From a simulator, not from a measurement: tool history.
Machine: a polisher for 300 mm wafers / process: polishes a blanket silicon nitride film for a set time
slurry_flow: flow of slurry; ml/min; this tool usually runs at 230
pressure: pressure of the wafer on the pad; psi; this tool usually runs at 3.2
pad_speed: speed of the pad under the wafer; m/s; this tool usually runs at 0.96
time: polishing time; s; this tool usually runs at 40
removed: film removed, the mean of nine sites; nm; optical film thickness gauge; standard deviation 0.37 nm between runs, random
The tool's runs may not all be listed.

| run | hour | slurry_flow | pressure | pad_speed | time | wafers since the last listed run | wafers polished on this pad | hours since the slurry nozzle was cleaned | hours since the head pressure was calibrated | incoming thickness of the incoming film, nm | removed |
|---|---|---|---|---|---|---|---|---|---|---|---|
| 1 | 0.0 | 230 | 3.2 | 0.96 | 36 | 0 | 2309 | 519.3 | 228.2 | 677.1 | 52.3 |
|  | 16.8 | worn pad replaced by a new one |
| 2 | 74.8 | 230 | 3.2 | 0.96 | 36 | 704 | 577 | 594.1 | 303.0 | 674.2 | 51.6 |
|  | 113.7 | head pressure recalibrated |
| 3 | 117.7 | 230 | 3.2 | 0.96 | 36 | 407 | 984 | 637.0 | 4.0 | 676.8 | 54.8 |
| 4 | 163.0 | 230 | 3.2 | 0.70 | 40 | 450 | 1435 | 682.3 | 49.3 | 666.1 | 46.5 |
|  | 210.0 | slurry nozzle cleaned |
| 5 | 269.7 | 230 | 3.2 | 0.70 | 40 | 1052 | 2487 | 59.7 | 156.0 | 662.7 | 45.0 |
|  | 315.9 | worn pad replaced by a new one |
| 6 | 472.7 | 230 | 3.2 | 0.96 | 40 | 1980 | 1560 | 262.7 | 359.0 | 659.0 | 58.3 |
| 7 | 542.2 | 230 | 3.2 | 0.96 | 40 | 691 | 2252 | 332.2 | 428.5 | 668.9 | 58.0 |
|  | 558.8 | head pressure recalibrated |
|  | 609.3 | worn pad replaced by a new one |
| 8 | 623.8 | 230 | 3.2 | 0.96 | 40 | 752 | 144 | 413.8 | 65.0 | 675.9 | 59.5 |
| 9 | 693.7 | 185 | 3.2 | 0.96 | 40 | 695 | 840 | 483.7 | 134.9 | 658.7 | 58.3 |
| 10 | 794.2 | 230 | 3.2 | 0.96 | 36 | 1000 | 1840 | 584.2 | 235.4 | 669.9 | 52.6 |
| 11 | 839.8 | 230 | 3.2 | 0.96 | 53 | 453 | 2294 | 629.8 | 281.0 | 680.3 | 77.4 |
|  | 857.8 | worn pad replaced by a new one |
|  | 926.3 | head pressure recalibrated |
| 12 | 929.7 | 230 | 3.2 | 0.70 | 40 | 835 | 695 | 719.7 | 3.4 | 680.3 | 47.4 |
|  | 943.8 | slurry nozzle cleaned |
| 13 | 1027.5 | 230 | 3.2 | 0.96 | 34 | 963 | 1658 | 83.7 | 101.2 | 667.1 | 50.4 |
| 14 | 1108.9 | 230 | 3.7 | 0.86 | 40 | 810 | 2468 | 165.1 | 182.6 | 670.1 | 59.7 |
|  | 1178.7 | worn pad replaced by a new one |
|  | 1330.1 | head pressure recalibrated |
| 15 | 1335.9 | 230 | 3.2 | 0.96 | 40 | 2199 | 1544 | 392.1 | 5.8 | 660.0 | 60.8 |
| 16 | 1435.5 | 165 | 3.2 | 1.20 | 27 | 991 | 2536 | 491.7 | 105.4 | 682.4 | 46.1 |

Predict each of these 5 candidate next runs independently; none follows another, all start after run 16:
| A | 1435.9 | 150 | 3.2 | 0.96 | 40 | 3 | 2540 | 492.1 | 105.8 | 661.4 | ? |
| B | 1435.9 | 205 | 2.6 | 1.06 | 53 | 3 | 2540 | 492.1 | 105.8 | 661.4 | ? |
| C | 1435.9 | 230 | 3.5 | 1.20 | 40 | 3 | 2540 | 492.1 | 105.8 | 661.4 | ? |
| D | 1435.9 | 230 | 3.7 | 1.18 | 53 | 3 | 2540 | 492.1 | 105.8 | 661.4 | ? |
| E | 1435.9 | 250 | 3.9 | 1.24 | 52 | 3 | 2540 | 492.1 | 105.8 | 661.4 | ? |

| run | removed |
|---|---|
| A | 57.8 |
| B | 72.4 |
| C | 76.6 |
| D | 104.8 |
| E | 112.3 |
Stripped of hidden state, with their random variation kept, the same runs would have yielded:
| run | removed |
|---|---|
| A | 59.3 |
| B | 74.2 |
| C | 78.5 |
| D | 107.3 |
| E | 115.1 |
